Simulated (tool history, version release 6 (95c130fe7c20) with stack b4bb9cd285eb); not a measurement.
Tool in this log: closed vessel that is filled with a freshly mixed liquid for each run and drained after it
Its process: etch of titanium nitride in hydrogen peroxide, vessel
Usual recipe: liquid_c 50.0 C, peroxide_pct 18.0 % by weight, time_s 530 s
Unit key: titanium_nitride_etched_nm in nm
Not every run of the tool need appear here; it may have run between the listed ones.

| run | hour | liquid_c | peroxide_pct | time_s | read-back film thickness of the titanium nitride reference wafer, read on the same gauge (nm) | titanium_nitride_etched_nm |
|---|---|---|---|---|---|---|
| 1 | 0.0 | 50.0 | 18.0 | 530 | 30.01 | 33.38 |
| 2 | 58.2 | 50.0 | 18.0 | 325 | 29.99 | 20.33 |
| 3 | 148.2 | 50.0 | 15.5 | 530 | 30.00 | 32.05 |
| 4 | 201.5 | 50.0 | 15.5 | 530 | 29.99 | 32.29 |
| 5 | 307.4 | 50.0 | 15.5 | 530 | 30.02 | 32.15 |
| 6 | 348.5 | 50.0 | 18.0 | 530 | 29.97 | 33.17 |
| 7 | 457.6 | 50.0 | 18.0 | 530 | 30.00 | 32.92 |
| 8 | 540.9 | 46.0 | 18.0 | 435 | 30.00 | 20.24 |
| 9 | 596.6 | 46.0 | 18.0 | 435 | 29.97 | 20.35 |
| 10 | 687.7 | 46.0 | 18.0 | 435 | 29.97 | 20.28 |
| 11 | 763.6 | 50.0 | 18.0 | 530 | 30.02 | 32.99 |
| 12 | 850.3 | 50.0 | 18.0 | 530 | 30.00 | 33.06 |
|  | 884.7 | gauge calibrated |
|  | 915.6 | new drum of peroxide connected |
| 13 | 954.2 | 50.0 | 18.0 | 530 | 29.99 | 33.91 |
| 14 | 1004.5 | 56.0 | 18.0 | 530 | 29.97 | 51.29 |
| 15 | 1075.0 | 46.0 | 18.0 | 435 | 30.02 | 20.50 |
| 16 | 1123.4 | 50.0 | 18.0 | 645 | 29.99 | 41.01 |
|  | 1144.1 | peroxide flow meter replaced |
| 17 | 1213.7 | 52.5 | 22.0 | 235 | 30.01 | 18.67 |
| 18 | 1303.5 | 43.0 | 14.5 | 530 | 30.04 | 18.97 |
| 19 | 1346.5 | 44.5 | 19.5 | 530 | 29.99 | 22.71 |
|  | 1384.2 | thermometer replaced |
| 20 | 1384.7 | 50.0 | 18.0 | 530 | 29.98 | 32.17 |
| 21 | 1446.9 | 50.0 | 13.0 | 530 | 30.03 | 30.48 |
| 22 | 1502.4 | 60.0 | 22.0 | 300 | 30.02 | 38.60 |
| 23 | 1541.8 | 50.0 | 18.0 | 530 | 30.00 | 32.40 |
| 24 | 1603.1 | 50.0 | 13.5 | 435 | 29.97 | 25.17 |
| 25 | 1703.1 | 46.0 | 20.0 | 530 | 30.01 | 24.84 |
| 26 | 1796.8 | 58.0 | 18.0 | 220 | 29.99 | 23.60 |
|  | 1916.4 | new drum of peroxide connected |
| 27 | 1936.6 | 59.0 | 18.0 | 530 | 29.99 | 61.73 |
| 28 | 2040.9 | 50.0 | 16.0 | 795 | 30.03 | 47.81 |
| 29 | 2125.0 | 42.5 | 19.5 | 290 | 30.03 | 10.52 |
| 30 | 2176.1 | 50.0 | 18.0 | 530 | 29.98 | 32.77 |

3 options for the next run, each taken on its own from the tool as it stands now. Forecast them:
| A | 2176.9 | 47.0 | 18.0 | 530 | ? | ? |
| B | 2176.9 | 41.0 | 18.0 | 705 | ? | ? |
| C | 2176.9 | 53.5 | 12.5 | 215 | ? | ? |

| run | read-back film thickness of the titanium nitride reference wafer, read on the same gauge (nm) | titanium_nitride_etched_nm |
|---|---|---|
| A | 29.98 | 26.23 |
| B | 29.98 | 22.25 |
| C | 29.98 | 15.74 |
Take away the tool's hidden state, keep each run's random variation, and the runs would have read:
| run | titanium_nitride_etched_nm |
|---|---|
| A | 26.14 |
| B | 22.18 |
| C | 15.70 |

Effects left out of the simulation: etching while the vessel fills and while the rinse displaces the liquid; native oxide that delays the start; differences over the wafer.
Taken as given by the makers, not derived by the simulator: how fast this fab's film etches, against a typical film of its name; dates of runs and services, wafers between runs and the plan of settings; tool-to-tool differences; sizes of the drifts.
